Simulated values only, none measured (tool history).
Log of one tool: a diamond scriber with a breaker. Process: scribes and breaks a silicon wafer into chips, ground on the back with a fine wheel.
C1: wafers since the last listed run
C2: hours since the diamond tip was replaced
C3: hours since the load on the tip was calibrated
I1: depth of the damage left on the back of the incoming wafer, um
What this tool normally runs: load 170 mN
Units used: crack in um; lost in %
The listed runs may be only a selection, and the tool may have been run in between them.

Run 1, hour 0: usual settings but load 146 mN; C1 0; C2 332.3; C3 753.9; I1 1.5. Result: crack 9.76 um, lost 7.1 %.
Run 2, hour 14.5: usual settings but load 146 mN; C1 45; C2 346.8; C3 768.4; I1 1.83. Result: crack 9.95 um, lost 7.67 %.
Run 3, hour 28.6: usual settings but load 146 mN; C1 44; C2 360.9; C3 782.5; I1 2.28. Result: crack 9.79 um, lost 7.8 %.
Run 4, hour 35.7: usual settings; C1 22; C2 368; C3 789.6; I1 2.66. Result: crack 10.34 um, lost 3.71 %.
Run 5, hour 51.1: usual settings; C1 48; C2 383.4; C3 805; I1 2.31. Result: crack 10.25 um, lost 3.56 %.
Run 6, hour 58.6: usual settings; C1 23; C2 390.9; C3 812.5; I1 2.06. Result: crack 10.54 um, lost 3.53 %.
Run 7, hour 74.5: usual settings; C1 49; C2 406.8; C3 828.4; I1 1.64. Result: crack 10.39 um, lost 3.4 %.
Run 8, hour 86: usual settings; C1 36; C2 418.3; C3 839.9; I1 2.02. Result: crack 10.06 um, lost 3.76 %.
Run 9, hour 108.6: usual settings; C1 70; C2 440.9; C3 862.5; I1 2.08. Result: crack 10.55 um, lost 4.54 %.
Run 10, hour 116.6: usual settings; C1 25; C2 448.9; C3 870.5; I1 2.65. Result: crack 10.25 um, lost 5.01 %.
Run 11, hour 123.9: usual settings; C1 22; C2 456.2; C3 877.8; I1 1.87. Result: crack 10.35 um, lost 4.22 %.
Run 12, hour 131: usual settings; C1 22; C2 463.3; C3 884.9; I1 2.67. Result: crack 10.35 um, lost 5.03 %.
Run 13, hour 144.6: usual settings; C1 42; C2 476.9; C3 898.5; I1 2.21. Result: crack 10.21 um, lost 4.9 %.
Run 14, hour 161.6: usual settings; C1 53; C2 493.9; C3 915.5; I1 2.37. Result: crack 10.03 um, lost 5.35 %.
Run 15, hour 173.9: usual settings but load 191 mN; C1 38; C2 506.2; C3 927.8; I1 2.91. Result: crack 11.04 um, lost 3.17 %.
At hour 180.3: load on the tip recalibrated.
Run 16, hour 183.7: usual settings; C1 24; C2 516; C3 3.4; I1 2.73. Result: crack 9.65 um, lost 6.08 %.
Run 17, hour 200.8: usual settings; C1 53; C2 533.1; C3 20.5; I1 1.57. Result: crack 10.19 um, lost 5.09 %.
At hour 205.4: diamond tip replaced by a new one.
Run 18, hour 214.9: usual settings but load 145 mN; C1 37; C2 9.5; C3 34.6; I1 1.94. Result: crack 8.41 um, lost 19.4 %.
Run 19, hour 237.6: usual settings but load 208 mN; C1 71; C2 32.2; C3 57.3; I1 1.92. Result: crack 10.25 um, lost 4.27 %.
Run 20, hour 253.7: usual settings; C1 50; C2 48.3; C3 73.4; I1 2.22. Result: crack 8.92 um, lost 13.33 %.
At hour 256.7: diamond tip replaced by a new one, repeated, since the last time left the tool worse.
Run 21, hour 261: usual settings but load 215 mN; C1 16; C2 4.3; C3 80.7; I1 2.82. Result: crack 13.21 um, lost 5.07 %.
Run 22, hour 267: usual settings but load 122 mN; C1 18; C2 10.3; C3 86.7; I1 2.35. Result: crack 9.95 um, lost 9.02 %.
Run 23, hour 274.2: usual settings; C1 22; C2 17.5; C3 93.9; I1 1.65. Result: crack 11.77 um, lost 1.11 %.
Run 24, hour 285.4: usual settings but load 209 mN; C1 35; C2 28.7; C3 105.1; I1 2.95. Result: crack 13.48 um, lost 4.24 %.
Run 25, hour 301.5: usual settings but load 194 mN; C1 50; C2 44.8; C3 121.2; I1 1.6. Result: crack 12.72 um, lost 1.86 %.
Run 26, hour 342: usual settings; C1 126; C2 85.3; C3 161.7; I1 1.52. Result: crack 11.44 um, lost 1.25 %.
Run 27, hour 351.6: usual settings; C1 30; C2 94.9; C3 171.3; I1 1.77. Result: crack 11.53 um, lost 1.34 %.
Run 28, hour 371.2: usual settings but load 205 mN; C1 61; C2 114.5; C3 190.9; I1 2.51. Result: crack 12.98 um, lost 2.81 %.
Run 29, hour 378.8: usual settings but load 149 mN; C1 23; C2 122.1; C3 198.5; I1 2.85. Result: crack 10.58 um, lost 4.7 %.

Here are 5 independent what-if runs from the current tool condition. What would each one return?
Run A, hour 379.4: usual settings; C1 1; C2 122.7; C3 199.1; I1 2.57. Result: crack ?, lost ?.
Run B, hour 379.4: usual settings but load 204 mN; C1 1; C2 122.7; C3 199.1; I1 2.57. Result: crack ?, lost ?.
Run C, hour 379.4: usual settings but load 133 mN; C1 1; C2 122.7; C3 199.1; I1 2.57. Result: crack ?, lost ?.
Run D, hour 379.4: usual settings but load 213 mN; C1 1; C2 122.7; C3 199.1; I1 2.57. Result: crack ?, lost ?.
Run E, hour 379.4: usual settings but load 139 mN; C1 1; C2 122.7; C3 199.1; I1 2.57. Result: crack ?, lost ?.

run  crack  lost
  A  11.38  2.02
  B  12.77  2.58
  C   9.76  7.98
  D  13.12  3.37
  E  10.03  6.39
Take away the tool's hidden state, keep each run's random variation, and the runs would have read:
run  crack  lost
  A  11.79  1.72
  B  13.23  3.66
  C  10.12  5.93
  D   13.6  4.75
  E   10.4  4.63
